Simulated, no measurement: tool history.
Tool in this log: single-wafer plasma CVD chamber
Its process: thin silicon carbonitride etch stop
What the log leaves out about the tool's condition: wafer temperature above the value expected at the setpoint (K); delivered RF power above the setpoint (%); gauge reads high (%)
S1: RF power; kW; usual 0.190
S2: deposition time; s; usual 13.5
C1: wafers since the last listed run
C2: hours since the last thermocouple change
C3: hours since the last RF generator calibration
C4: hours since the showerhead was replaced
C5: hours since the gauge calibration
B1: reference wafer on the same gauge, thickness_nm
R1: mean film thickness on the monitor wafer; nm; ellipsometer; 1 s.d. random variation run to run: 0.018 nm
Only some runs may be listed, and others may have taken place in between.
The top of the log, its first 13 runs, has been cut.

Run 14, day 26.275: usual settings but S2 15.6 s; C1 1152; C2 1760.8; C3 1081.0; C4 2382.1; C5 1352.1; B1 6.876. Result: R1 9.482 nm.
Run 15, day 28.800: usual settings but S2 15.6 s; C1 1284; C2 1821.4; C3 1141.6; C4 2442.7; C5 1412.7; B1 6.887. Result: R1 9.545 nm.
Run 16, day 30.433: usual settings but S1 0.160 kW; C1 830; C2 1860.6; C3 1180.8; C4 2481.9; C5 1451.9; B1 6.891. Result: R1 7.717 nm.
Run 17, day 31.717: usual settings but S1 0.160 kW; C1 652; C2 1891.4; C3 1211.6; C4 2512.7; C5 1482.7; B1 6.888. Result: R1 7.747 nm.
Run 18, day 34.150: usual settings but S1 0.160 kW; C1 1237; C2 1949.8; C3 1270.0; C4 2571.1; C5 1541.1; B1 6.887. Result: R1 7.747 nm.
At day 34.625: thermocouple changed; heater temperature recalibrated.
At day 35.554: gauge calibrated.
Run 19, day 36.229: usual settings but S1 0.205 kW, S2 11.8 s; C1 887; C2 38.5; C3 1319.9; C4 2621.0; C5 16.2; B1 6.763. Result: R1 7.272 nm.
Run 20, day 37.862: usual settings; C1 830; C2 77.7; C3 1359.1; C4 2660.2; C5 55.4; B1 6.772. Result: R1 8.098 nm.
Run 21, day 39.821: usual settings but S1 0.175 kW, S2 11.7 s; C1 995; C2 124.7; C3 1406.1; C4 2707.2; C5 102.4; B1 6.769. Result: R1 6.809 nm.
Run 22, day 42.000: usual settings but S1 0.200 kW, S2 15.1 s; C1 1108; C2 177.0; C3 1458.4; C4 2759.5; C5 154.7; B1 6.773. Result: R1 9.247 nm.
Run 23, day 44.379: usual settings but S2 11.3 s; C1 1209; C2 234.1; C3 1515.5; C4 2816.6; C5 211.8; B1 6.778. Result: R1 6.765 nm.
Run 24, day 45.404: usual settings; C1 521; C2 258.7; C3 1540.1; C4 2841.2; C5 236.4; B1 6.778. Result: R1 8.137 nm.
At day 50.062: RF generator calibrated.
Run 25, day 52.796: usual settings but S1 0.210 kW, S2 14.2 s; C1 3589; C2 436.1; C3 65.6; C4 3018.6; C5 413.8; B1 6.789. Result: R1 8.882 nm.
Run 26, day 54.946: usual settings but S1 0.225 kW; C1 1093; C2 487.7; C3 117.2; C4 3070.2; C5 465.4; B1 6.794. Result: R1 8.614 nm.
Run 27, day 57.108: usual settings but S1 0.160 kW, S2 14.8 s; C1 1099; C2 539.6; C3 169.1; C4 3122.1; C5 517.3; B1 6.794. Result: R1 8.366 nm.
Run 28, day 58.642: usual settings but S1 0.160 kW, S2 12.1 s; C1 779; C2 576.4; C3 205.9; C4 3158.9; C5 554.1; B1 6.795. Result: R1 6.841 nm.
At day 60.508: showerhead replaced.
Run 29, day 60.529: usual settings but S1 0.200 kW, S2 15.5 s; C1 790; C2 621.7; C3 251.2; C4 0.5; C5 599.4; B1 6.801. Result: R1 9.537 nm.
Run 30, day 62.850: usual settings but S1 0.175 kW, S2 11.7 s; C1 1180; C2 677.4; C3 306.9; C4 56.2; C5 655.1; B1 6.812. Result: R1 6.874 nm.
Run 31, day 65.350: usual settings; C1 1271; C2 737.4; C3 366.9; C4 116.2; C5 715.1; B1 6.809. Result: R1 8.150 nm.
Run 32, day 66.742: usual settings but S2 11.4 s; C1 707; C2 770.8; C3 400.3; C4 149.6; C5 748.5; B1 6.814. Result: R1 6.873 nm.
Run 33, day 69.688: usual settings but S1 0.175 kW, S2 11.8 s; C1 1498; C2 841.5; C3 471.0; C4 220.3; C5 819.2; B1 6.815. Result: R1 6.903 nm.
Run 34, day 78.438: usual settings but S2 12.4 s; C1 4449; C2 1051.5; C3 681.0; C4 430.3; C5 1029.2; B1 6.834. Result: R1 7.534 nm.
Run 35, day 79.642: usual settings but S1 0.220 kW, S2 11.2 s; C1 612; C2 1080.4; C3 709.9; C4 459.2; C5 1058.1; B1 6.828. Result: R1 7.128 nm.
Run 36, day 80.742: usual settings but S1 0.170 kW, S2 11.9 s; C1 559; C2 1106.8; C3 736.3; C4 485.6; C5 1084.5; B1 6.837. Result: R1 6.921 nm.

Below are 4 alternative next runs, each starting from the tool's condition after run 36. Predict each:
Run A, day 80.758: usual settings; C1 8; C2 1107.2; C3 736.7; C4 486.0; C5 1084.9; B1 ?. Result: R1 ?.
Run B, day 80.758: usual settings but S1 0.170 kW, S2 11.4 s; C1 8; C2 1107.2; C3 736.7; C4 486.0; C5 1084.9; B1 ?. Result: R1 ?.
Run C, day 80.758: usual settings but S1 0.175 kW, S2 12.6 s; C1 8; C2 1107.2; C3 736.7; C4 486.0; C5 1084.9; B1 ?. Result: R1 ?.
Run D, day 80.758: usual settings but S1 0.215 kW; C1 8; C2 1107.2; C3 736.7; C4 486.0; C5 1084.9; B1 ?. Result: R1 ?.

run     B1     R1
  A  6.841  8.168
  B  6.841  6.623
  C  6.841  7.398
  D  6.841  8.536
With the hidden condition removed and each run's random variation left untouched, the same runs would have given:
run     R1
  A  8.099
  B  6.567
  C  7.336
  D  8.465
